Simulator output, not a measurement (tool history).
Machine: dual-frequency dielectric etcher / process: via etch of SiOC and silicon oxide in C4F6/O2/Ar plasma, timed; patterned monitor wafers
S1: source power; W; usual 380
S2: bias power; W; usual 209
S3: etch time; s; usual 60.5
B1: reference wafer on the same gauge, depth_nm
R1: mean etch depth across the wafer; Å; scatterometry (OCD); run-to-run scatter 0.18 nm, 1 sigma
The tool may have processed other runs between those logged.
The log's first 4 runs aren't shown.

run 5 day=5.617 | S1=380 S2=228 S3=60.5 | B1=74.0 | R1=754
run 6 day=6.188 | S1=380 S2=209 S3=65.5 | B1=73.9 | R1=791
run 7 day=7.567 | S1=380 S2=209 S3=60.5 | B1=73.8 | R1=727
run 8 day=9.017 | S1=430 S2=193 S3=70.0 | B1=73.9 | R1=850
run 9 day=10.217 | S1=470 S2=254 S3=70.0 | B1=73.9 | R1=979
-- day=11.250 upper electrode replaced
run 10 day=11.271 | S1=380 S2=174 S3=60.5 | B1=73.9 | R1=675
run 11 day=12.583 | S1=380 S2=209 S3=60.5 | B1=74.0 | R1=733
run 12 day=13.596 | S1=430 S2=209 S3=60.5 | B1=73.9 | R1=762
run 13 day=14.217 | S1=380 S2=209 S3=60.5 | B1=73.8 | R1=735
run 14 day=14.946 | S1=380 S2=209 S3=77.5 | B1=74.0 | R1=942
run 15 day=16.442 | S1=330 S2=175 S3=60.5 | B1=74.0 | R1=653
run 16 day=17.729 | S1=340 S2=179 S3=48.0 | B1=73.9 | R1=530
-- day=19.529 wet clean of the chamber
run 17 day=19.550 | S1=380 S2=209 S3=60.5 | B1=73.9 | R1=713
run 18 day=20.108 | S1=430 S2=180 S3=66.0 | B1=73.9 | R1=759

Run 19, settings as shown, results not yet in. Your forecast:
run 19 day=21.012 | S1=380 S2=209 S3=50.5 | B1=? | R1=?

Run 19 came out at B1 73.9, R1 594 Å.
Take away the tool's hidden state, keep the run-to-run variation as it was, and the same run would have given R1 597 Å.

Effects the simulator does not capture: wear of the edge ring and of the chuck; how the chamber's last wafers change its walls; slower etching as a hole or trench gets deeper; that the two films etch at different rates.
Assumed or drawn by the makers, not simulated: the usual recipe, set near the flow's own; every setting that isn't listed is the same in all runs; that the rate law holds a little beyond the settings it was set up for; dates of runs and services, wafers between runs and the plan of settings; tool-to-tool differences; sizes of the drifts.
